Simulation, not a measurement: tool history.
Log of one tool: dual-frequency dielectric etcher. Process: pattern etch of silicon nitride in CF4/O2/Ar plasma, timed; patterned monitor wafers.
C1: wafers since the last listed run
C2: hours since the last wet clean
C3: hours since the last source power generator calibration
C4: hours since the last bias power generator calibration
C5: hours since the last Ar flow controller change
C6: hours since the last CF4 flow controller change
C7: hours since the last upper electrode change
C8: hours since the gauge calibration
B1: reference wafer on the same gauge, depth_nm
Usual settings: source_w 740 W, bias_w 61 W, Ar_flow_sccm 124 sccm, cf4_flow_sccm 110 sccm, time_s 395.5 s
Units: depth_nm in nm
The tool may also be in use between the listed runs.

{"run": 1, "hour": 0.0, "source_w": 740, "bias_w": 61, "Ar_flow_sccm": 124, "cf4_flow_sccm": 101, "time_s": 430.5, "C1": 0, "C2": 424.2, "C3": 1738.0, "C4": 2906.2, "C5": 1997.2, "C6": 2411.1, "C7": 2573.5, "C8": 978.0, "B1": 1318.8, "depth_nm": 1329.0}
{"hour": 49.9, "done": "wet clean of the chamber"}
{"run": 2, "hour": 93.9, "source_w": 740, "bias_w": 61, "Ar_flow_sccm": 124, "cf4_flow_sccm": 101, "time_s": 430.5, "C1": 182, "C2": 44.0, "C3": 1831.9, "C4": 3000.1, "C5": 2091.1, "C6": 2505.0, "C7": 2667.4, "C8": 1071.9, "B1": 1319.9, "depth_nm": 1322.4}
{"run": 3, "hour": 163.3, "source_w": 740, "bias_w": 61, "Ar_flow_sccm": 124, "cf4_flow_sccm": 101, "time_s": 430.5, "C1": 181, "C2": 113.4, "C3": 1901.3, "C4": 3069.5, "C5": 2160.5, "C6": 2574.4, "C7": 2736.8, "C8": 1141.3, "B1": 1319.2, "depth_nm": 1324.4}
{"run": 4, "hour": 252.7, "source_w": 740, "bias_w": 61, "Ar_flow_sccm": 124, "cf4_flow_sccm": 110, "time_s": 439.5, "C1": 233, "C2": 202.8, "C3": 1990.7, "C4": 3158.9, "C5": 2249.9, "C6": 2663.8, "C7": 2826.2, "C8": 1230.7, "B1": 1319.7, "depth_nm": 1358.9}
{"run": 5, "hour": 312.6, "source_w": 740, "bias_w": 61, "Ar_flow_sccm": 124, "cf4_flow_sccm": 110, "time_s": 395.5, "C1": 156, "C2": 262.7, "C3": 2050.6, "C4": 3218.8, "C5": 2309.8, "C6": 2723.7, "C7": 2886.1, "C8": 1290.6, "B1": 1321.3, "depth_nm": 1226.0}
{"run": 6, "hour": 376.4, "source_w": 740, "bias_w": 61, "Ar_flow_sccm": 124, "cf4_flow_sccm": 110, "time_s": 395.5, "C1": 166, "C2": 326.5, "C3": 2114.4, "C4": 3282.6, "C5": 2373.6, "C6": 2787.5, "C7": 2949.9, "C8": 1354.4, "B1": 1320.4, "depth_nm": 1221.5}
{"run": 7, "hour": 460.8, "source_w": 740, "bias_w": 61, "Ar_flow_sccm": 124, "cf4_flow_sccm": 110, "time_s": 395.5, "C1": 220, "C2": 410.9, "C3": 2198.8, "C4": 3367.0, "C5": 2458.0, "C6": 2871.9, "C7": 3034.3, "C8": 1438.8, "B1": 1319.6, "depth_nm": 1217.5}
{"hour": 523.9, "done": "wet clean of the chamber"}
{"run": 8, "hour": 554.5, "source_w": 740, "bias_w": 61, "Ar_flow_sccm": 124, "cf4_flow_sccm": 110, "time_s": 395.5, "C1": 182, "C2": 30.6, "C3": 2292.5, "C4": 3460.7, "C5": 2551.7, "C6": 2965.6, "C7": 3128.0, "C8": 1532.5, "B1": 1320.5, "depth_nm": 1221.6}
{"hour": 562.1, "done": "gauge calibrated"}
{"run": 9, "hour": 731.7, "source_w": 740, "bias_w": 61, "Ar_flow_sccm": 124, "cf4_flow_sccm": 110, "time_s": 395.5, "C1": 462, "C2": 207.8, "C3": 2469.7, "C4": 3637.9, "C5": 2728.9, "C6": 3142.8, "C7": 3305.2, "C8": 169.6, "B1": 1320.4, "depth_nm": 1222.9}
{"run": 10, "hour": 825.3, "source_w": 740, "bias_w": 61, "Ar_flow_sccm": 124, "cf4_flow_sccm": 110, "time_s": 395.5, "C1": 244, "C2": 301.4, "C3": 2563.3, "C4": 3731.5, "C5": 2822.5, "C6": 3236.4, "C7": 3398.8, "C8": 263.2, "B1": 1319.3, "depth_nm": 1210.5}
{"hour": 879.9, "done": "upper electrode replaced"}
{"run": 11, "hour": 885.1, "source_w": 740, "bias_w": 74, "Ar_flow_sccm": 124, "cf4_flow_sccm": 110, "time_s": 395.5, "C1": 93, "C2": 361.2, "C3": 2623.1, "C4": 3791.3, "C5": 2882.3, "C6": 3296.2, "C7": 5.2, "C8": 323.0, "B1": 1320.5, "depth_nm": 1305.7}

Run 12 comes next. What will it give?
{"hour": 933.0, "done": "wet clean of the chamber"}
{"run": 12, "hour": 933.5, "source_w": 740, "bias_w": 61, "Ar_flow_sccm": 112, "cf4_flow_sccm": 110, "time_s": 395.5, "C1": 63, "C2": 0.5, "C3": 2671.5, "C4": 3839.7, "C5": 2930.7, "C6": 3344.6, "C7": 53.6, "C8": 371.4, "B1": "?", "depth_nm": "?"}

{"run 12": {"B1": 1320.6, "depth_nm": 1221.2}}
Without the tool's hidden state the same run would have given depth_nm 1267.7 nm.

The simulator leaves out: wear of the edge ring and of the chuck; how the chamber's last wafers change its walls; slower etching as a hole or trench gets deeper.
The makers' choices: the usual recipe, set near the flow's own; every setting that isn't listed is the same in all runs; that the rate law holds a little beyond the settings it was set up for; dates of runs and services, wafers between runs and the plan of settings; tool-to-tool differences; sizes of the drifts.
